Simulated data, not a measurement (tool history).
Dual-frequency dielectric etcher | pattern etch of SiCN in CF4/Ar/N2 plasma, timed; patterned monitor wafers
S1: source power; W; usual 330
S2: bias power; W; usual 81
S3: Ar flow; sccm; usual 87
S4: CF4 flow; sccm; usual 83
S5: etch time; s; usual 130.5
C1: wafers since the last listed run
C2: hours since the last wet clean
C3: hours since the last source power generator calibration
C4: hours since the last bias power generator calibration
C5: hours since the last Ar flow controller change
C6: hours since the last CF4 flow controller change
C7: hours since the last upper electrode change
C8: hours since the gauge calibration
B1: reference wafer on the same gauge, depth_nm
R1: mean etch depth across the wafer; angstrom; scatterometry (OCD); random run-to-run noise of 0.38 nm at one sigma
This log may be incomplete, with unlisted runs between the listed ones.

Run 1, hour 0.0: usual settings but S1 370 W, S4 89 sccm; C1 0; C2 0.5; C3 2825.4; C4 1713.6; C5 4046.8; C6 164.7; C7 459.1; C8 680.4; B1 93.2. Result: R1 1137 angstrom.
Run 2, hour 35.8: usual settings; C1 365; C2 36.3; C3 2861.2; C4 1749.4; C5 4082.6; C6 200.5; C7 494.9; C8 716.2; B1 93.3. Result: R1 1000 angstrom.
At hour 72.2: source power generator calibrated.
Run 3, hour 77.8: usual settings but S1 400 W, S3 97 sccm, S5 100.5 s; C1 387; C2 78.3; C3 5.6; C4 1791.4; C5 4124.6; C6 242.5; C7 536.9; C8 758.2; B1 93.4. Result: R1 928 angstrom.
Run 4, hour 117.3: usual settings but S5 159.5 s; C1 403; C2 117.8; C3 45.1; C4 1830.9; C5 4164.1; C6 282.0; C7 576.4; C8 797.7; B1 93.2. Result: R1 1228 angstrom.
Run 5, hour 174.4: usual settings but S1 260 W, S2 75 W, S3 107 sccm, S4 100 sccm; C1 582; C2 174.9; C3 102.2; C4 1888.0; C5 4221.2; C6 339.1; C7 633.5; C8 854.8; B1 93.1. Result: R1 774 angstrom.
At hour 186.0: Ar flow controller replaced.
Run 6, hour 230.4: usual settings but S1 300 W, S5 168.0 s; C1 510; C2 230.9; C3 158.2; C4 1944.0; C5 44.4; C6 395.1; C7 689.5; C8 910.8; B1 93.1. Result: R1 1175 angstrom.
Run 7, hour 268.6: usual settings but S5 107.0 s; C1 390; C2 269.1; C3 196.4; C4 1982.2; C5 82.6; C6 433.3; C7 727.7; C8 949.0; B1 93.2. Result: R1 822 angstrom.
Run 8, hour 338.5: usual settings but S4 66 sccm; C1 713; C2 339.0; C3 266.3; C4 2052.1; C5 152.5; C6 503.2; C7 797.6; C8 1018.9; B1 93.4. Result: R1 965 angstrom.
At hour 358.1: bias power generator calibrated.
Run 9, hour 370.1: usual settings but S4 93 sccm, S5 142.5 s; C1 281; C2 370.6; C3 297.9; C4 12.0; C5 184.1; C6 534.8; C7 829.2; C8 1050.5; B1 93.2. Result: R1 1101 angstrom.
Run 10, hour 398.2: usual settings but S2 64 W, S4 72 sccm; C1 286; C2 398.7; C3 326.0; C4 40.1; C5 212.2; C6 562.9; C7 857.3; C8 1078.6; B1 93.2. Result: R1 902 angstrom.
Run 11, hour 455.2: usual settings but S1 400 W, S3 70 sccm; C1 581; C2 455.7; C3 383.0; C4 97.1; C5 269.2; C6 619.9; C7 914.3; C8 1135.6; B1 93.3. Result: R1 1220 angstrom.
Run 12, hour 504.3: usual settings; C1 501; C2 504.8; C3 432.1; C4 146.2; C5 318.3; C6 669.0; C7 963.4; C8 1184.7; B1 93.2. Result: R1 983 angstrom.
Run 13, hour 541.8: usual settings but S1 280 W; C1 382; C2 542.3; C3 469.6; C4 183.7; C5 355.8; C6 706.5; C7 1000.9; C8 1222.2; B1 93.2. Result: R1 834 angstrom.
At hour 576.8: wet clean of the chamber.
Run 14, hour 577.8: usual settings; C1 122; C2 1.0; C3 505.6; C4 219.7; C5 391.8; C6 742.5; C7 1036.9; C8 1258.2; B1 93.3. Result: R1 986 angstrom.
Run 15, hour 630.2: usual settings; C1 535; C2 53.4; C3 558.0; C4 272.1; C5 444.2; C6 794.9; C7 1089.3; C8 1310.6; B1 93.2. Result: R1 986 angstrom.
Run 16, hour 701.0: usual settings; C1 722; C2 124.2; C3 628.8; C4 342.9; C5 515.0; C6 865.7; C7 1160.1; C8 1381.4; B1 93.1. Result: R1 986 angstrom.
Run 17, hour 767.4: usual settings but S4 90 sccm; C1 677; C2 190.6; C3 695.2; C4 409.3; C5 581.4; C6 932.1; C7 1226.5; C8 1447.8; B1 93.4. Result: R1 1000 angstrom.
Run 18, hour 827.6: usual settings but S4 76 sccm; C1 614; C2 250.8; C3 755.4; C4 469.5; C5 641.6; C6 992.3; C7 1286.7; C8 1508.0; B1 93.2. Result: R1 964 angstrom.
Run 19, hour 852.3: usual settings but S1 270 W; C1 252; C2 275.5; C3 780.1; C4 494.2; C5 666.3; C6 1017.0; C7 1311.4; C8 1532.7; B1 93.2. Result: R1 801 angstrom.
Run 20, hour 883.9: usual settings but S2 76 W, S5 109.0 s; C1 322; C2 307.1; C3 811.7; C4 525.8; C5 697.9; C6 1048.6; C7 1343.0; C8 1564.3; B1 93.2. Result: R1 809 angstrom.
Run 21, hour 946.0: usual settings but S1 300 W, S4 95 sccm, S5 118.5 s; C1 634; C2 369.2; C3 873.8; C4 587.9; C5 760.0; C6 1110.7; C7 1405.1; C8 1626.4; B1 93.2. Result: R1 832 angstrom.
Run 22, hour 973.5: usual settings but S1 400 W, S4 64 sccm, S5 168.0 s; C1 280; C2 396.7; C3 901.3; C4 615.4; C5 787.5; C6 1138.2; C7 1432.6; C8 1653.9; B1 93.2. Result: R1 1463 angstrom.

3 ways to go on from here, each from the tool as it stands after run 22. What would each give?
Run A, hour 974.0: usual settings; C1 5; C2 397.2; C3 901.8; C4 615.9; C5 788.0; C6 1138.7; C7 1433.1; C8 1654.4; B1 ?. Result: R1 ?.
Run B, hour 974.0: usual settings but S1 400 W, S3 74 sccm, S5 166.0 s; C1 5; C2 397.2; C3 901.8; C4 615.9; C5 788.0; C6 1138.7; C7 1433.1; C8 1654.4; B1 ?. Result: R1 ?.
Run C, hour 974.0: usual settings but S4 101 sccm, S5 158.0 s; C1 5; C2 397.2; C3 901.8; C4 615.9; C5 788.0; C6 1138.7; C7 1433.1; C8 1654.4; B1 ?. Result: R1 ?.

run    B1    R1
  A  93.1   980
  B  93.1  1542
  C  93.1  1223
Stripped of hidden state, with their random variation kept, the same runs would have yielded:
run    R1
  A   980
  B  1541
  C  1223

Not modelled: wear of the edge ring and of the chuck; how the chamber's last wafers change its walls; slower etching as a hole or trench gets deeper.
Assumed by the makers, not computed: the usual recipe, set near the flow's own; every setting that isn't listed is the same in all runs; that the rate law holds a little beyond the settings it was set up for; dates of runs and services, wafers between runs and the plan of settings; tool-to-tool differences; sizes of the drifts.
